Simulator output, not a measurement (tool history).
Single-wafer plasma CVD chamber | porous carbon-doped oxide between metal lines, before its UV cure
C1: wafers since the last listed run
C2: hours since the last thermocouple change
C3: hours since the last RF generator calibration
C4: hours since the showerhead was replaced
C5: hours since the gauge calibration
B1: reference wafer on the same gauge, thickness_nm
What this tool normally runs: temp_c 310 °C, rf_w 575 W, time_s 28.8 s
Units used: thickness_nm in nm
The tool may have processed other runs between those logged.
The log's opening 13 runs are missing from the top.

-- hour=430 gauge calibrated
run 14 hour=442.6 | temp_c=310 rf_w=670 time_s=28.8 | C1=1354 C2=384.4 C3=262.5 C4=93.4 C5=12.6 | B1=166.95 | thickness_nm=169.669
run 15 hour=460 | temp_c=306 rf_w=685 time_s=30.3 | C1=473 C2=401.8 C3=279.9 C4=110.8 C5=30 | B1=167.161 | thickness_nm=184.69
run 16 hour=475.7 | temp_c=310 rf_w=625 time_s=32.1 | C1=427 C2=417.5 C3=295.6 C4=126.5 C5=45.7 | B1=167.451 | thickness_nm=181.229
run 17 hour=506 | temp_c=305 rf_w=575 time_s=28.8 | C1=824 C2=447.8 C3=325.9 C4=156.8 C5=76 | B1=167.934 | thickness_nm=158.999
run 18 hour=541.6 | temp_c=310 rf_w=575 time_s=28.8 | C1=968 C2=483.4 C3=361.5 C4=192.4 C5=111.6 | B1=168.406 | thickness_nm=154.674
run 19 hour=554.2 | temp_c=310 rf_w=575 time_s=23.8 | C1=342 C2=496 C3=374.1 C4=205 C5=124.2 | B1=168.634 | thickness_nm=128.882
run 20 hour=566.4 | temp_c=319 rf_w=610 time_s=30.7 | C1=331 C2=508.2 C3=386.3 C4=217.2 C5=136.4 | B1=168.523 | thickness_nm=161.339
run 21 hour=599.6 | temp_c=300 rf_w=575 time_s=25.5 | C1=903 C2=541.4 C3=419.5 C4=250.4 C5=169.6 | B1=169.114 | thickness_nm=145.987
run 22 hour=617.4 | temp_c=310 rf_w=575 time_s=24.3 | C1=484 C2=559.2 C3=437.3 C4=268.2 C5=187.4 | B1=169.022 | thickness_nm=132.299
run 23 hour=652.1 | temp_c=310 rf_w=605 time_s=28.8 | C1=943 C2=593.9 C3=472 C4=302.9 C5=222.1 | B1=169.585 | thickness_nm=159.822
run 24 hour=666.1 | temp_c=305 rf_w=460 time_s=33.6 | C1=380 C2=607.9 C3=486 C4=316.9 C5=236.1 | B1=169.567 | thickness_nm=160.221
run 25 hour=688.2 | temp_c=310 rf_w=575 time_s=28.8 | C1=601 C2=630 C3=508.1 C4=339 C5=258.2 | B1=170.031 | thickness_nm=155.857
run 26 hour=701.1 | temp_c=314 rf_w=530 time_s=27.1 | C1=350 C2=642.9 C3=521 C4=351.9 C5=271.1 | B1=169.99 | thickness_nm=135.385
run 27 hour=717.6 | temp_c=310 rf_w=575 time_s=33.3 | C1=448 C2=659.4 C3=537.5 C4=368.4 C5=287.6 | B1=170.168 | thickness_nm=179.758
run 28 hour=751.8 | temp_c=320 rf_w=575 time_s=28.8 | C1=930 C2=693.6 C3=571.7 C4=402.6 C5=321.8 | B1=170.28 | thickness_nm=148.788
run 29 hour=774.7 | temp_c=297 rf_w=505 time_s=32.1 | C1=622 C2=716.5 C3=594.6 C4=425.5 C5=344.7 | B1=170.457 | thickness_nm=172.452
run 30 hour=801 | temp_c=310 rf_w=575 time_s=28.8 | C1=715 C2=742.8 C3=620.9 C4=451.8 C5=371 | B1=170.649 | thickness_nm=156.243
run 31 hour=816.6 | temp_c=310 rf_w=515 time_s=28.8 | C1=424 C2=758.4 C3=636.5 C4=467.4 C5=386.6 | B1=170.456 | thickness_nm=145.261
run 32 hour=850.1 | temp_c=310 rf_w=575 time_s=28.8 | C1=911 C2=791.9 C3=670 C4=500.9 C5=420.1 | B1=170.91 | thickness_nm=156.338
run 33 hour=880.6 | temp_c=310 rf_w=575 time_s=28.8 | C1=829 C2=822.4 C3=700.5 C4=531.4 C5=450.6 | B1=170.912 | thickness_nm=156.842
run 34 hour=910.1 | temp_c=310 rf_w=540 time_s=28.8 | C1=802 C2=851.9 C3=730 C4=560.9 C5=480.1 | B1=171.046 | thickness_nm=150.767

Below are 4 alternative next runs, each starting from the tool's condition after run 34. Predict each:
run A hour=910.5 | temp_c=302 rf_w=575 time_s=28.8 | C1=10 C2=852.3 C3=730.4 C4=561.3 C5=480.5 | B1=? | thickness_nm=?
run B hour=910.5 | temp_c=310 rf_w=575 time_s=30.4 | C1=10 C2=852.3 C3=730.4 C4=561.3 C5=480.5 | B1=? | thickness_nm=?
run C hour=910.5 | temp_c=310 rf_w=525 time_s=28.8 | C1=10 C2=852.3 C3=730.4 C4=561.3 C5=480.5 | B1=? | thickness_nm=?
run D hour=910.5 | temp_c=301 rf_w=575 time_s=31.4 | C1=10 C2=852.3 C3=730.4 C4=561.3 C5=480.5 | B1=? | thickness_nm=?

run=A B1=171.051 thickness_nm=163.938
run=B B1=171.051 thickness_nm=164.687
run=C B1=171.051 thickness_nm=146.924
run=D B1=171.051 thickness_nm=179.364
Take away the tool's hidden state, keep each run's random variation, and the runs would have read:
run=A thickness_nm=160.023
run=B thickness_nm=160.755
run=C thickness_nm=143.416
run=D thickness_nm=175.081

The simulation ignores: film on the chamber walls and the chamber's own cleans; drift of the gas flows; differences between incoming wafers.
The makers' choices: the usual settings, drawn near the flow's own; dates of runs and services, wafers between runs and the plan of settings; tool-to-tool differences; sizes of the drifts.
